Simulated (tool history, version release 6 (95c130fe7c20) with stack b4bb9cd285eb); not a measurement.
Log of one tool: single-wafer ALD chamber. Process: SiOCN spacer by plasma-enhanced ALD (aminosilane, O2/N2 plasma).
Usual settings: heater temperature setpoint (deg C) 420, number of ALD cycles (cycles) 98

| run | hour | heater temperature setpoint (deg C) | number of ALD cycles (cycles) | wafers since the last listed run | hours since the last thermocouple change | hours since the gauge calibration | read-back reference wafer on the same gauge, thickness_nm | mean film thickness on the monitor wafer (angstrom) |
|---|---|---|---|---|---|---|---|---|
| 1 | 0.0 | 426 | 86 | 0 | 1852.7 | 331.3 | 6.240 | 49.36 |
| 2 | 64.3 | 426 | 86 | 155 | 1917.0 | 395.6 | 6.239 | 49.27 |
| 3 | 116.9 | 420 | 93 | 127 | 1969.6 | 448.2 | 6.238 | 54.32 |
| 4 | 161.9 | 428 | 98 | 108 | 2014.6 | 493.2 | 6.239 | 55.47 |
| 5 | 191.7 | 420 | 98 | 72 | 2044.4 | 523.0 | 6.243 | 57.22 |
| 6 | 259.6 | 411 | 85 | 164 | 2112.3 | 590.9 | 6.241 | 51.50 |
| 7 | 300.0 | 411 | 85 | 97 | 2152.7 | 631.3 | 6.240 | 51.36 |
| 8 | 353.8 | 411 | 85 | 130 | 2206.5 | 685.1 | 6.241 | 51.26 |
| 9 | 408.1 | 420 | 98 | 131 | 2260.8 | 739.4 | 6.240 | 57.21 |
| 10 | 460.0 | 420 | 98 | 125 | 2312.7 | 791.3 | 6.242 | 57.21 |
| 11 | 518.0 | 420 | 83 | 140 | 2370.7 | 849.3 | 6.239 | 48.46 |
|  | 541.6 | gauge calibrated |
| 12 | 557.1 | 431 | 105 | 94 | 2409.8 | 15.5 | 6.237 | 59.00 |
| 13 | 627.0 | 420 | 98 | 169 | 2479.7 | 85.4 | 6.244 | 57.15 |
|  | 647.0 | thermocouple changed; heater temperature recalibrated |
| 14 | 690.9 | 434 | 86 | 135 | 43.9 | 149.3 | 6.240 | 48.55 |
| 15 | 750.1 | 431 | 105 | 143 | 103.1 | 208.5 | 6.241 | 60.06 |
| 16 | 881.2 | 420 | 111 | 317 | 234.2 | 339.6 | 6.239 | 65.95 |
| 17 | 939.6 | 420 | 114 | 141 | 292.6 | 398.0 | 6.243 | 67.64 |
| 18 | 980.7 | 420 | 98 | 99 | 333.7 | 439.1 | 6.240 | 57.91 |
| 19 | 1020.6 | 426 | 112 | 96 | 373.6 | 479.0 | 6.239 | 64.84 |
| 20 | 1182.0 | 407 | 108 | 390 | 535.0 | 640.4 | 6.241 | 66.82 |

Hidden state at the last listed run before each entry between runs and at the first one after, where it differs:
Between runs 11 and 12: gauge calibrated (hour 541.6)
  wafer temperature above the value expected at the setpoint (K): 5.07 -> 5.09
  measured less the result without the state, mean film thickness on the monitor wafer (angstrom): -0.91 -> -1.16
Between runs 13 and 14: thermocouple changed; heater temperature recalibrated (hour 647.0)
  wafer temperature above the value expected at the setpoint (K): 5.12 -> 0.0599
  measured less the result without the state, mean film thickness on the monitor wafer (angstrom): -1.09 -> -0.01
